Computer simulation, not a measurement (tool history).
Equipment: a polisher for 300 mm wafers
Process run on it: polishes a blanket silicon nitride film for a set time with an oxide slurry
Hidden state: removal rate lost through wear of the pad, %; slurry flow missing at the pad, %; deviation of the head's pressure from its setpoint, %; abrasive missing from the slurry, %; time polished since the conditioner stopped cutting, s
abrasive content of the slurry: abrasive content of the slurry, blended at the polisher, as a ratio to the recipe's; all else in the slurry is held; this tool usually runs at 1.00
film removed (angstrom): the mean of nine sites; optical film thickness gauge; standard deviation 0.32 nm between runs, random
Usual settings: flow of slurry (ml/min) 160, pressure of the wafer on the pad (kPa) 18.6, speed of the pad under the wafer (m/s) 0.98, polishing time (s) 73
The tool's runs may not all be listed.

run,hour,flow of slurry (ml/min),pressure of the wafer on the pad (kPa),speed of the pad under the wafer (m/s),abrasive content of the slurry,polishing time (s),wafers since the last listed run,wafers polished on this pad,hours since the slurry nozzle was cleaned,hours since the head pressure was calibrated,hours since the slurry blender was calibrated,hours since the conditioning disc was replaced,"incoming thickness of the incoming film, nm",film removed (angstrom)
1,0.0,160,18.6,0.86,1.00,73,0,1418,519.0,477.5,267.9,600.6,550.3,230
# hour 75.6: conditioning disc replaced and pad reconditioned
2,85.8,160,18.6,0.86,1.00,73,803,2221,604.8,563.3,353.7,10.2,539.1,248
# hour 164.2: slurry nozzle cleaned
3,173.3,160,18.6,0.98,1.00,80,829,3050,9.1,650.8,441.2,97.7,552.6,300
4,217.0,160,18.6,0.98,1.00,73,418,3469,52.8,694.5,484.9,141.4,560.3,273
5,266.9,160,18.6,0.98,1.00,73,478,3947,102.7,744.4,534.8,191.3,561.2,270
6,323.7,160,18.6,0.74,1.00,87,544,4492,159.5,801.2,591.6,248.1,554.6,268
7,371.2,160,18.6,0.98,1.00,73,455,4947,207.0,848.7,639.1,295.6,550.9,264
# hour 376.0: slurry blender recalibrated
# hour 443.6: worn pad replaced by a new one
8,462.8,160,18.6,0.98,1.00,83,820,184,298.6,940.3,86.8,387.2,553.9,297
9,550.3,160,18.6,0.98,0.85,73,838,1023,386.1,1027.8,174.3,474.7,552.5,240
10,595.9,160,18.6,0.98,1.00,73,437,1460,431.7,1073.4,219.9,520.3,556.0,245
11,669.9,160,18.6,1.24,1.00,73,709,2169,505.7,1147.4,293.9,594.3,539.6,264
12,761.4,160,20.7,0.98,1.15,73,877,3046,597.2,1238.9,385.4,685.8,560.3,255
# hour 771.7: conditioning disc replaced and pad reconditioned
13,818.6,195,13.1,0.98,1.15,73,529,3575,654.4,1296.1,442.6,46.9,553.2,231
14,863.6,190,18.6,1.12,1.00,73,431,4007,699.4,1341.1,487.6,91.9,556.3,287
# hour 957.0: slurry blender recalibrated
15,971.4,160,21.4,0.98,1.00,63,1014,5021,807.2,1448.9,14.4,199.7,540.3,217
# hour 1008.9: slurry nozzle cleaned
# hour 1055.8: head pressure recalibrated
16,1059.4,160,18.6,0.70,1.00,73,814,5836,50.5,3.6,102.4,287.7,550.0,220
# hour 1099.8: worn pad replaced by a new one
17,1140.9,160,18.6,0.98,1.00,73,742,394,132.0,85.1,183.9,369.2,553.5,267
18,1178.3,160,18.6,0.98,1.00,73,358,752,169.4,122.5,221.3,406.6,559.3,263
19,1278.5,110,18.6,0.98,1.25,62,960,1713,269.6,222.7,321.5,506.8,545.7,214
# hour 1386.2: conditioning disc replaced and pad reconditioned
20,1476.7,180,18.6,0.98,1.00,73,1880,3593,467.8,420.9,519.7,90.5,554.9,276
21,1534.9,140,21.4,0.78,1.10,73,557,4151,526.0,479.1,577.9,148.7,541.2,257
# hour 1671.4: slurry blender recalibrated
# hour 1678.1: slurry nozzle cleaned
22,1776.5,210,18.6,0.98,1.00,73,2287,6438,98.4,720.7,105.1,390.3,543.6,271
23,1834.5,160,15.9,0.98,1.00,73,555,6994,156.4,778.7,163.1,448.3,547.4,239
# hour 1870.9: worn pad replaced by a new one
24,1901.9,160,18.6,1.10,1.00,60,607,296,223.8,846.1,230.5,515.7,558.2,222

Predict each of these 5 candidate next runs independently; none follows another, all start after run 24:
A,1902.3,160,18.6,0.98,0.80,73,3,300,224.2,846.5,230.9,516.1,547.3,?
B,1902.3,195,18.6,0.98,1.00,73,3,300,224.2,846.5,230.9,516.1,547.3,?
C,1902.3,160,18.6,0.98,0.75,73,3,300,224.2,846.5,230.9,516.1,547.3,?
D,1902.3,175,15.2,0.64,1.30,73,3,300,224.2,846.5,230.9,516.1,547.3,?
E,1902.3,160,15.2,0.86,1.20,73,3,300,224.2,846.5,230.9,516.1,547.3,?

run,film removed (angstrom)
A,241
B,264
C,237
D,202
E,226
With no hidden state in the tool, these same runs would have given:
run,film removed (angstrom)
A,274
B,300
C,269
D,222
E,252

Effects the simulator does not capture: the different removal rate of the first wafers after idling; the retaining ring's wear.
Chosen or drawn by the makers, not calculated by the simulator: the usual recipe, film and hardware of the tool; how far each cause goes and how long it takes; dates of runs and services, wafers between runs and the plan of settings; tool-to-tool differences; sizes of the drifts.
